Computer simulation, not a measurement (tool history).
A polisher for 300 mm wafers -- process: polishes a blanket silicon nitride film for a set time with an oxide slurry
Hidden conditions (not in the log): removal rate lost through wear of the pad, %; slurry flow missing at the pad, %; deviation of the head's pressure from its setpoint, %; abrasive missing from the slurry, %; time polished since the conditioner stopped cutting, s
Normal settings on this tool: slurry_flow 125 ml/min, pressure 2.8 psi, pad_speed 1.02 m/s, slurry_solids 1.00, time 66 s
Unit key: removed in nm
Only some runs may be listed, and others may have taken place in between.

run	hour	slurry_flow	pressure	pad_speed	slurry_solids	time	wafers since the last listed run	wafers polished on this pad	hours since the slurry nozzle was cleaned	hours since the head pressure was calibrated	hours since the slurry blender was calibrated	hours since the conditioning disc was replaced	incoming thickness of the incoming film, nm	removed
1	0.0	125	2.8	1.02	1.00	66	0	3119	229.3	555.6	28.5	380.6	349.7	34.0
# hour 87.1: worn pad replaced by a new one
2	94.3	125	2.8	1.02	1.00	66	708	56	323.6	649.9	122.8	474.9	349.4	32.8
3	138.1	125	2.8	1.02	1.00	66	343	400	367.4	693.7	166.6	518.7	350.8	33.8
# hour 197.5: conditioning disc replaced and pad reconditioned
4	231.1	125	2.8	1.02	1.00	66	714	1115	460.4	786.7	259.6	33.6	350.6	33.6
# hour 289.2: slurry nozzle cleaned
5	306.9	125	2.8	1.02	1.00	66	587	1702	17.7	862.5	335.4	109.4	346.1	33.4
# hour 403.5: head pressure recalibrated
6	408.2	125	2.0	1.02	1.00	66	779	2481	119.0	4.7	436.7	210.7	343.6	24.5
7	466.2	125	2.0	1.02	1.00	66	455	2937	177.0	62.7	494.7	268.7	348.4	23.7
# hour 492.4: slurry blender recalibrated
8	507.9	160	2.8	1.02	1.00	66	311	3249	218.7	104.4	15.5	310.4	348.4	34.0
# hour 535.4: worn pad replaced by a new one
9	606.1	125	2.8	1.02	1.00	66	739	555	316.9	202.6	113.7	408.6	350.8	34.1
10	693.6	125	2.8	1.26	1.00	66	686	1242	404.4	290.1	201.2	496.1	343.8	37.0
# hour 747.7: conditioning disc replaced and pad reconditioned
11	761.9	125	2.8	1.02	1.00	66	520	1762	472.7	358.4	269.5	14.2	349.8	33.8
# hour 791.9: slurry nozzle cleaned
12	823.8	90	2.8	1.02	1.00	66	478	2240	31.9	420.3	331.4	76.1	350.3	31.1
13	894.8	125	3.1	1.16	1.20	57	557	2798	102.9	491.3	402.4	147.1	344.6	36.0
14	974.2	125	2.8	1.02	1.00	66	623	3421	182.3	570.7	481.8	226.5	352.7	33.2
# hour 980.8: slurry blender recalibrated
# hour 1046.5: worn pad replaced by a new one
15	1059.1	125	2.8	1.02	1.00	66	619	99	267.2	655.6	78.3	311.4	353.0	33.6
16	1096.0	125	2.8	1.02	1.00	86	289	389	304.1	692.5	115.2	348.3	349.3	41.9
17	1153.6	125	2.8	1.02	1.00	66	452	841	361.7	750.1	172.8	405.9	349.2	32.8
# hour 1247.3: conditioning disc replaced and pad reconditioned
18	1247.8	125	2.3	1.02	1.00	66	723	1565	455.9	844.3	267.0	0.5	346.7	27.4
19	1284.8	155	2.8	1.36	0.85	87	290	1855	492.9	881.3	304.0	37.5	351.2	50.0
20	1355.5	80	2.8	0.68	1.00	66	555	2410	563.6	952.0	374.7	108.2	346.4	25.0
# hour 1400.2: slurry nozzle cleaned
21	1443.7	125	3.1	1.02	1.15	66	684	3095	43.5	1040.2	462.9	196.4	348.5	38.9
# hour 1462.3: slurry blender recalibrated
22	1513.6	125	2.5	0.92	0.85	66	533	3628	113.4	1110.1	51.3	266.3	347.1	27.3
23	1621.0	125	2.8	1.34	1.00	66	843	4471	220.8	1217.5	158.7	373.7	344.4	39.0
# hour 1635.6: worn pad replaced by a new one
# hour 1673.0: head pressure recalibrated
24	1701.1	125	2.8	1.02	1.00	66	581	498	300.9	28.1	238.8	453.8	348.1	32.9

Hidden state at the last listed run before each entry between runs and at the first one after, where it differs:
Runs 1 to 2: worn pad replaced by a new one (hour 87.1)
  the hidden state is the same at both runs
Runs 3 to 4: conditioning disc replaced and pad reconditioned (hour 197.5)
  the hidden state is the same at both runs
Runs 4 to 5: slurry nozzle cleaned (hour 289.2)
  the hidden state is the same at both runs
Runs 5 to 6: head pressure recalibrated (hour 403.5)
  the hidden state is the same at both runs
Runs 7 to 8: slurry blender recalibrated (hour 492.4)
  the hidden state is the same at both runs
Runs 8 to 9: worn pad replaced by a new one (hour 535.4)
  the hidden state is the same at both runs
Runs 10 to 11: conditioning disc replaced and pad reconditioned (hour 747.7)
  the hidden state is the same at both runs
Runs 11 to 12: slurry nozzle cleaned (hour 791.9)
  the hidden state is the same at both runs
Runs 14 to 15: slurry blender recalibrated (hour 980.8); worn pad replaced by a new one (hour 1046.5)
  the hidden state is the same at both runs
Runs 17 to 18: conditioning disc replaced and pad reconditioned (hour 1247.3)
  the hidden state is the same at both runs
Runs 20 to 21: slurry nozzle cleaned (hour 1400.2)
  the hidden state is the same at both runs
Runs 21 to 22: slurry blender recalibrated (hour 1462.3)
  the hidden state is the same at both runs
Runs 23 to 24: worn pad replaced by a new one (hour 1635.6); head pressure recalibrated (hour 1673.0)
  the hidden state is the same at both runs

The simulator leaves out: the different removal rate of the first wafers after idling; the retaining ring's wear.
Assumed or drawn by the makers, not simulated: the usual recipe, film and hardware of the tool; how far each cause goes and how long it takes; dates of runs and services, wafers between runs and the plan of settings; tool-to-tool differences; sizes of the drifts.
